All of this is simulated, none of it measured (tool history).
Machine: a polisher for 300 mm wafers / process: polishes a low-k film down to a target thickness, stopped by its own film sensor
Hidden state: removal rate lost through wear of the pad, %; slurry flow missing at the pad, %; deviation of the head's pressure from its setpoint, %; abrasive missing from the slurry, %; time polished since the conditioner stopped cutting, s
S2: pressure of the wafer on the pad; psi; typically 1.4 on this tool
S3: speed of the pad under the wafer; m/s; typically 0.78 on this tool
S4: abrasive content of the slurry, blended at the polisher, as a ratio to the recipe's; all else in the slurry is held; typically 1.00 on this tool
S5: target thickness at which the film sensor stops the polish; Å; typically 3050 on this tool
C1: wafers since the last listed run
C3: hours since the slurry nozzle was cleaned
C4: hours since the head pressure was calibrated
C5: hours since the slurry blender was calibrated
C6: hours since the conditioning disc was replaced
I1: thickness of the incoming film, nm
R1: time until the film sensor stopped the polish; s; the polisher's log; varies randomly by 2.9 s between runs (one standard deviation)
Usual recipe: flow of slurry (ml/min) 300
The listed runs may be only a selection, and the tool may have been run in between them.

Run 1, hour 0.0: usual settings; C1 0; wafers polished on this pad 995; C3 254.1; C4 7.8; C5 167.7; C6 127.3; I1 341.3. Result: R1 220.3 s.
At hour 11.0: worn pad replaced by a new one.
Run 2, hour 33.4: usual settings; C1 219; wafers polished on this pad 167; C3 287.5; C4 41.2; C5 201.1; C6 160.7; I1 339.8. Result: R1 210.8 s.
Run 3, hour 66.6: usual settings; C1 247; wafers polished on this pad 414; C3 320.7; C4 74.4; C5 234.3; C6 193.9; I1 339.9. Result: R1 212.3 s.
Run 4, hour 79.6: usual settings but flow of slurry (ml/min) 215; C1 96; wafers polished on this pad 511; C3 333.7; C4 87.4; C5 247.3; C6 206.9; I1 338.4. Result: R1 217.9 s.
At hour 101.8: conditioning disc replaced and pad reconditioned.
Run 5, hour 111.2: usual settings; C1 220; wafers polished on this pad 732; C3 365.3; C4 119.0; C5 278.9; C6 9.4; I1 338.9. Result: R1 191.4 s.
At hour 148.2: slurry blender recalibrated.
At hour 148.8: worn pad replaced by a new one.
Run 6, hour 149.3: usual settings; C1 264; wafers polished on this pad 3; C3 403.4; C4 157.1; C5 1.1; C6 47.5; I1 336.6. Result: R1 182.8 s.
Run 7, hour 159.7: usual settings; C1 77; wafers polished on this pad 81; C3 413.8; C4 167.5; C5 11.5; C6 57.9; I1 343.9. Result: R1 219.8 s.
Run 8, hour 192.5: usual settings; C1 244; wafers polished on this pad 325; C3 446.6; C4 200.3; C5 44.3; C6 90.7; I1 343.8. Result: R1 229.7 s.
Run 9, hour 238.6: usual settings; C1 343; wafers polished on this pad 669; C3 492.7; C4 246.4; C5 90.4; C6 136.8; I1 337.5. Result: R1 196.1 s.
Run 10, hour 255.2: usual settings; C1 123; wafers polished on this pad 793; C3 509.3; C4 263.0; C5 107.0; C6 153.4; I1 338.8. Result: R1 205.8 s.
Run 11, hour 286.4: usual settings but S2 1.6 psi; C1 232; wafers polished on this pad 1026; C3 540.5; C4 294.2; C5 138.2; C6 184.6; I1 338.4. Result: R1 194.1 s.
At hour 306.4: worn pad replaced by a new one.
Run 12, hour 313.8: usual settings but flow of slurry (ml/min) 215, S2 1.9 psi, S3 0.54 m/s; C1 174; wafers polished on this pad 55; C3 567.9; C4 321.6; C5 165.6; C6 212.0; I1 340.3. Result: R1 247.3 s.
Run 13, hour 339.2: usual settings but flow of slurry (ml/min) 230, S3 0.58 m/s, S5 2990 Å; C1 189; wafers polished on this pad 244; C3 593.3; C4 347.0; C5 191.0; C6 237.4; I1 340.3. Result: R1 331.6 s.
At hour 372.3: conditioning disc replaced and pad reconditioned.
Run 14, hour 372.8: usual settings but S3 1.02 m/s, S4 0.90; C1 235; wafers polished on this pad 480; C3 626.9; C4 380.6; C5 224.6; C6 0.5; I1 338.2. Result: R1 157.6 s.
Run 15, hour 402.4: usual settings but flow of slurry (ml/min) 345, S4 0.75; C1 220; wafers polished on this pad 701; C3 656.5; C4 410.2; C5 254.2; C6 30.1; I1 337.8. Result: R1 200.0 s.
At hour 422.6: slurry nozzle cleaned.
Run 16, hour 429.3: usual settings but flow of slurry (ml/min) 395, S3 0.88 m/s; C1 193; wafers polished on this pad 894; C3 6.7; C4 437.1; C5 281.1; C6 57.0; I1 343.0. Result: R1 193.4 s.
At hour 438.7: worn pad replaced by a new one, of another model than before.
Run 17, hour 458.4: usual settings but flow of slurry (ml/min) 345, S4 0.75; C1 187; wafers polished on this pad 146; C3 35.8; C4 466.2; C5 310.2; C6 86.1; I1 339.7. Result: R1 221.4 s.
At hour 476.0: slurry blender recalibrated.
Run 18, hour 486.7: usual settings but S5 3080 Å; C1 196; wafers polished on this pad 343; C3 64.1; C4 494.5; C5 10.7; C6 114.4; I1 344.9. Result: R1 223.9 s.
At hour 502.7: head pressure recalibrated.
Run 19, hour 511.7: usual settings but S2 1.6 psi, S4 0.80, S5 2990 Å; C1 171; wafers polished on this pad 514; C3 89.1; C4 9.0; C5 35.7; C6 139.4; I1 334.5. Result: R1 219.0 s.
Run 20, hour 547.1: usual settings but flow of slurry (ml/min) 375, S5 3160 Å; C1 264; wafers polished on this pad 778; C3 124.5; C4 44.4; C5 71.1; C6 174.8; I1 336.3. Result: R1 122.4 s.
Run 21, hour 562.3: usual settings but S2 1.1 psi; C1 113; wafers polished on this pad 892; C3 139.7; C4 59.6; C5 86.3; C6 190.0; I1 340.3. Result: R1 246.4 s.
At hour 575.2: worn pad replaced by a new one.
Run 22, hour 645.0: usual settings; C1 587; wafers polished on this pad 520; C3 222.4; C4 142.3; C5 169.0; C6 272.7; I1 336.8. Result: R1 201.1 s.
At hour 648.2: conditioning disc replaced and pad reconditioned.
Run 23, hour 667.1: usual settings; C1 149; wafers polished on this pad 670; C3 244.5; C4 164.4; C5 191.1; C6 18.9; I1 342.0. Result: R1 207.7 s.
Run 24, hour 686.6: usual settings but S4 1.10; C1 145; wafers polished on this pad 815; C3 264.0; C4 183.9; C5 210.6; C6 38.4; I1 335.0. Result: R1 164.6 s.

Here are 5 independent what-if runs from the current tool condition. What would each one return?
Run A, hour 687.1: usual settings but S2 0.9 psi; C1 3; wafers polished on this pad 819; C3 264.5; C4 184.4; C5 211.1; C6 38.9; I1 333.8. Result: R1 ?.
Run B, hour 687.1: usual settings but flow of slurry (ml/min) 255, S2 0.9 psi, S3 0.70 m/s, S5 3120 Å; C1 3; wafers polished on this pad 819; C3 264.5; C4 184.4; C5 211.1; C6 38.9; I1 333.8. Result: R1 ?.
Run C, hour 687.1: usual settings but S3 0.52 m/s; C1 3; wafers polished on this pad 819; C3 264.5; C4 184.4; C5 211.1; C6 38.9; I1 333.8. Result: R1 ?.
Run D, hour 687.1: usual settings but flow of slurry (ml/min) 235; C1 3; wafers polished on this pad 819; C3 264.5; C4 184.4; C5 211.1; C6 38.9; I1 333.8. Result: R1 ?.
Run E, hour 687.1: usual settings but flow of slurry (ml/min) 220, S3 0.64 m/s, S4 1.25, S5 3010 Å; C1 3; wafers polished on this pad 819; C3 264.5; C4 184.4; C5 211.1; C6 38.9; I1 333.8. Result: R1 ?.

run     R1
  A  197.3
  B  161.4
  C  198.1
  D  171.2
  E  204.3
The same runs, with their run-to-run variation unchanged, on a tool lacking any hidden condition would have given:
run     R1
  A  190.9
  B  156.5
  C  192.0
  D  164.8
  E  197.4

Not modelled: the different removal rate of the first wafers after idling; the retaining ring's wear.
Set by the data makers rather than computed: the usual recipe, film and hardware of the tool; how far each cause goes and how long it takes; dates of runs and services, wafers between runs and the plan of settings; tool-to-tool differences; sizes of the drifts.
